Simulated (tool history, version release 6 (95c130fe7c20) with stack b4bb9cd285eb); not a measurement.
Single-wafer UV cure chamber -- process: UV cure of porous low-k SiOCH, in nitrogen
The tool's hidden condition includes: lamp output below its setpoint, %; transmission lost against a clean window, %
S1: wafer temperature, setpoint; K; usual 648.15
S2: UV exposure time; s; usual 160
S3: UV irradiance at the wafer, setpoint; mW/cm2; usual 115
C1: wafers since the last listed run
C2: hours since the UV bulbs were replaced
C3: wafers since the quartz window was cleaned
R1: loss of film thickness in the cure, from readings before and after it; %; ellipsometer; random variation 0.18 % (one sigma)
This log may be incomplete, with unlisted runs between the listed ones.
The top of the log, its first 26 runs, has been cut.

At hour 2457.3: UV bulbs replaced.
Run 27, hour 2474.9: usual settings but S2 110 s; C1 773; C2 17.6; C3 5877. Result: R1 10.267 %.
Run 28, hour 2601.7: usual settings but S1 657.15 K, S2 120 s, S3 78 mW/cm2; C1 1283; C2 144.4; C3 7161. Result: R1 8.392 %.
At hour 2618.1: quartz window cleaned.
Run 29, hour 2671.5: usual settings but S3 146 mW/cm2; C1 625; C2 214.2; C3 540. Result: R1 12.81 %.
Run 30, hour 2725.9: usual settings but S2 100 s, S3 154 mW/cm2; C1 550; C2 268.6; C3 1091. Result: R1 10.222 %.
Run 31, hour 2933.9: usual settings but S2 75 s; C1 2105; C2 476.6; C3 3196. Result: R1 6.921 %.
Run 32, hour 3069.6: usual settings but S1 637.15 K, S2 240 s; C1 1373; C2 612.3; C3 4570. Result: R1 12.415 %.
Run 33, hour 3123: usual settings; C1 540; C2 665.7; C3 5111. Result: R1 10.604 %.
Run 34, hour 3198.2: usual settings but S1 634.15 K, S2 125 s, S3 85 mW/cm2; C1 761; C2 740.9; C3 5872. Result: R1 7.546 %.
Run 35, hour 3261.7: usual settings but S1 629.15 K, S2 85 s, S3 128 mW/cm2; C1 642; C2 804.4; C3 6515. Result: R1 7.614 %.

Here are 3 independent what-if runs from the current tool condition. What would each one return?
Run A, hour 3262.1: usual settings; C1 4; C2 804.8; C3 6519. Result: R1 ?.
Run B, hour 3262.1: usual settings but S1 629.15 K, S2 200 s, S3 144 mW/cm2; C1 4; C2 804.8; C3 6519. Result: R1 ?.
Run C, hour 3262.1: usual settings but S2 245 s, S3 78 mW/cm2; C1 4; C2 804.8; C3 6519. Result: R1 ?.

run      R1
  A  10.316
  B  12.135
  C  10.501
With no hidden state in the tool, these same runs would have given:
run      R1
  A  12.083
  B  13.962
  C  12.274
